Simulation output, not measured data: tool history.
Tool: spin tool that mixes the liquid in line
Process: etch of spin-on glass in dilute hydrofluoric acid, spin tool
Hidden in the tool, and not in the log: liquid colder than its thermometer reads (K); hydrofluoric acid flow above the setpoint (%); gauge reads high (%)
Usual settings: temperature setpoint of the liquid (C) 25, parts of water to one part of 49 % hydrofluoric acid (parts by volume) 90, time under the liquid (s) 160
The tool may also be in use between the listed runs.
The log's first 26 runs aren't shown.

run	hour	temperature setpoint of the liquid (C)	parts of water to one part of 49 % hydrofluoric acid (parts by volume)	time under the liquid (s)	wafers since the last listed run	hours since the thermometer was replaced	hours since the hydrofluoric acid flow meter was replaced	hours since the gauge calibration	read-back film thickness of the spin-on glass reference wafer, read on the same gauge (nm)	thickness taken off the spin-on glass on a monitor wafer (angstrom)
27	289.7	21.5	90	100	113	124.8	200.4	17.2	150	281.9
28	303.6	25	110	220	115	138.7	214.3	31.1	149.99	567.8
29	313.9	28	45	160	85	149	224.6	41.4	150	1234.2
30	328.4	23	90	250	120	163.5	239.1	55.9	150	751.1
31	336	25	110	160	63	171.1	246.7	63.5	149.98	412
32	345.2	22.5	90	160	76	180.3	255.9	72.7	149.97	468.5
33	352	21	115	160	56	187.1	262.7	79.5	150.02	334
34	359.8	28.5	90	190	65	194.9	270.5	87.3	150.02	712.4

4 ways to go on from here, each from the tool as it stands after run 34. What would each give?
A	360.3	25	90	160	4	195.4	271	87.8	?	?
B	360.3	29.5	50	160	4	195.4	271	87.8	?	?
C	360.3	23.5	110	160	4	195.4	271	87.8	?	?
D	360.3	21	120	225	4	195.4	271	87.8	?	?

run	read-back film thickness of the spin-on glass reference wafer, read on the same gauge (nm)	thickness taken off the spin-on glass on a monitor wafer (angstrom)
A	150	514.2
B	150	1168.7
C	150	386.8
D	150	446.1
Without the tool's hidden state the same runs would have given:
run	thickness taken off the spin-on glass on a monitor wafer (angstrom)
A	521.5
B	1185.4
C	392.3
D	452.6

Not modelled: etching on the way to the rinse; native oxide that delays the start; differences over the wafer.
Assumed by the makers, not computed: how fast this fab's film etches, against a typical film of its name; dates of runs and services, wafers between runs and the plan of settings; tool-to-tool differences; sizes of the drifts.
